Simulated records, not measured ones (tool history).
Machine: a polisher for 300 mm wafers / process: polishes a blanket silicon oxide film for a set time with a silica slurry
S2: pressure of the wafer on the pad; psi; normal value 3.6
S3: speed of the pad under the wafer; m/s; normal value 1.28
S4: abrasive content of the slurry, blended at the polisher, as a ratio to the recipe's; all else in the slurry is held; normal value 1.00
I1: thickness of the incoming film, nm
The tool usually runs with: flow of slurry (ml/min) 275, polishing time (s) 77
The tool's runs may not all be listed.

run 1 day=0.000 | flow_of_slurry_(ml/min)=275 S2=3.3 S3=1.28 S4=1.00 polishing_time_(s)=90 | I1=1710.2 | film_removed_(angstrom)=2485
run 2 day=3.512 | flow_of_slurry_(ml/min)=220 S2=3.6 S3=1.28 S4=1.00 polishing_time_(s)=77 | I1=1739.8 | film_removed_(angstrom)=2287
run 3 day=6.671 | flow_of_slurry_(ml/min)=275 S2=3.6 S3=1.28 S4=1.00 polishing_time_(s)=77 | I1=1703.3 | film_removed_(angstrom)=2309
run 4 day=9.912 | flow_of_slurry_(ml/min)=275 S2=3.1 S3=1.28 S4=1.00 polishing_time_(s)=77 | I1=1680.7 | film_removed_(angstrom)=1956
run 5 day=11.812 | flow_of_slurry_(ml/min)=275 S2=3.6 S3=1.28 S4=1.00 polishing_time_(s)=77 | I1=1697.7 | film_removed_(angstrom)=2269
run 6 day=14.092 | flow_of_slurry_(ml/min)=360 S2=3.6 S3=1.28 S4=1.00 polishing_time_(s)=77 | I1=1712.0 | film_removed_(angstrom)=2247
-- day=17.033 slurry nozzle cleaned
run 7 day=18.529 | flow_of_slurry_(ml/min)=275 S2=3.6 S3=1.28 S4=1.00 polishing_time_(s)=68 | I1=1699.6 | film_removed_(angstrom)=1911
-- day=20.850 conditioning disc replaced and pad reconditioned
run 8 day=20.871 | flow_of_slurry_(ml/min)=275 S2=4.4 S3=1.28 S4=1.20 polishing_time_(s)=77 | I1=1693.9 | film_removed_(angstrom)=2893
-- day=21.462 worn pad replaced by a new one
run 9 day=24.988 | flow_of_slurry_(ml/min)=275 S2=3.6 S3=1.28 S4=0.85 polishing_time_(s)=93 | I1=1710.2 | film_removed_(angstrom)=2239
-- day=26.392 slurry blender recalibrated
run 10 day=28.317 | flow_of_slurry_(ml/min)=275 S2=3.6 S3=1.28 S4=1.00 polishing_time_(s)=77 | I1=1698.5 | film_removed_(angstrom)=2366
run 11 day=30.479 | flow_of_slurry_(ml/min)=240 S2=2.6 S3=1.62 S4=0.80 polishing_time_(s)=77 | I1=1680.5 | film_removed_(angstrom)=1709
run 12 day=34.817 | flow_of_slurry_(ml/min)=275 S2=3.6 S3=1.28 S4=1.00 polishing_time_(s)=77 | I1=1717.1 | film_removed_(angstrom)=2336
-- day=35.808 head pressure recalibrated
run 13 day=37.838 | flow_of_slurry_(ml/min)=275 S2=3.6 S3=1.28 S4=1.15 polishing_time_(s)=66 | I1=1733.7 | film_removed_(angstrom)=2107
run 14 day=40.854 | flow_of_slurry_(ml/min)=275 S2=3.6 S3=1.28 S4=1.00 polishing_time_(s)=60 | I1=1689.4 | film_removed_(angstrom)=1769
-- day=43.175 slurry nozzle cleaned
run 15 day=45.112 | flow_of_slurry_(ml/min)=345 S2=3.6 S3=0.94 S4=1.00 polishing_time_(s)=57 | I1=1668.6 | film_removed_(angstrom)=1379
run 16 day=47.171 | flow_of_slurry_(ml/min)=275 S2=3.6 S3=1.28 S4=1.00 polishing_time_(s)=77 | I1=1711.3 | film_removed_(angstrom)=2153
-- day=48.100 conditioning disc replaced and pad reconditioned
run 17 day=50.429 | flow_of_slurry_(ml/min)=300 S2=3.6 S3=1.62 S4=1.15 polishing_time_(s)=77 | I1=1725.6 | film_removed_(angstrom)=2739
-- day=52.129 slurry blender recalibrated
-- day=53.008 worn pad replaced by a new one
run 18 day=54.212 | flow_of_slurry_(ml/min)=275 S2=3.6 S3=1.28 S4=1.10 polishing_time_(s)=77 | I1=1725.2 | film_removed_(angstrom)=2445
run 19 day=55.921 | flow_of_slurry_(ml/min)=275 S2=3.6 S3=1.28 S4=1.20 polishing_time_(s)=84 | I1=1685.4 | film_removed_(angstrom)=2730
run 20 day=59.496 | flow_of_slurry_(ml/min)=275 S2=2.9 S3=1.72 S4=1.00 polishing_time_(s)=54 | I1=1735.7 | film_removed_(angstrom)=1607
run 21 day=63.142 | flow_of_slurry_(ml/min)=275 S2=2.4 S3=1.28 S4=1.00 polishing_time_(s)=77 | I1=1679.1 | film_removed_(angstrom)=1529
run 22 day=67.183 | flow_of_slurry_(ml/min)=275 S2=4.6 S3=1.28 S4=1.00 polishing_time_(s)=77 | I1=1697.1 | film_removed_(angstrom)=2901
run 23 day=69.696 | flow_of_slurry_(ml/min)=205 S2=2.4 S3=1.28 S4=1.30 polishing_time_(s)=77 | I1=1724.1 | film_removed_(angstrom)=1608
-- day=72.971 slurry nozzle cleaned
-- day=73.046 head pressure recalibrated
run 24 day=73.521 | flow_of_slurry_(ml/min)=365 S2=3.6 S3=1.28 S4=1.00 polishing_time_(s)=54 | I1=1670.6 | film_removed_(angstrom)=1570
-- day=75.004 conditioning disc replaced and pad reconditioned
run 25 day=75.871 | flow_of_slurry_(ml/min)=275 S2=3.6 S3=1.28 S4=1.00 polishing_time_(s)=77 | I1=1703.1 | film_removed_(angstrom)=2154
-- day=76.404 slurry blender recalibrated
run 26 day=78.867 | flow_of_slurry_(ml/min)=275 S2=3.6 S3=1.28 S4=0.85 polishing_time_(s)=77 | I1=1732.6 | film_removed_(angstrom)=2102

Per-run results on a tool with no hidden state, each run keeping its own random variation:
The hidden state here: removal rate lost through wear of the pad, %; slurry flow missing at the pad, %; deviation of the head's pressure from its setpoint, %; abrasive missing from the slurry, %; time polished since the conditioner stopped cutting, s.
run=1 film_removed_(angstrom)=2493
run=2 film_removed_(angstrom)=2307
run=3 film_removed_(angstrom)=2347
run=4 film_removed_(angstrom)=2011
run=5 film_removed_(angstrom)=2352
run=6 film_removed_(angstrom)=2357
run=7 film_removed_(angstrom)=2063
run=8 film_removed_(angstrom)=3149
run=9 film_removed_(angstrom)=2605
run=10 film_removed_(angstrom)=2376
run=11 film_removed_(angstrom)=1721
run=12 film_removed_(angstrom)=2367
run=13 film_removed_(angstrom)=2149
run=14 film_removed_(angstrom)=1828
run=15 film_removed_(angstrom)=1456
run=16 film_removed_(angstrom)=2303
run=17 film_removed_(angstrom)=2979
run=18 film_removed_(angstrom)=2460
run=19 film_removed_(angstrom)=2749
run=20 film_removed_(angstrom)=1629
run=21 film_removed_(angstrom)=1564
run=22 film_removed_(angstrom)=3013
run=23 film_removed_(angstrom)=1677
run=24 film_removed_(angstrom)=1691
run=25 film_removed_(angstrom)=2363
run=26 film_removed_(angstrom)=2122
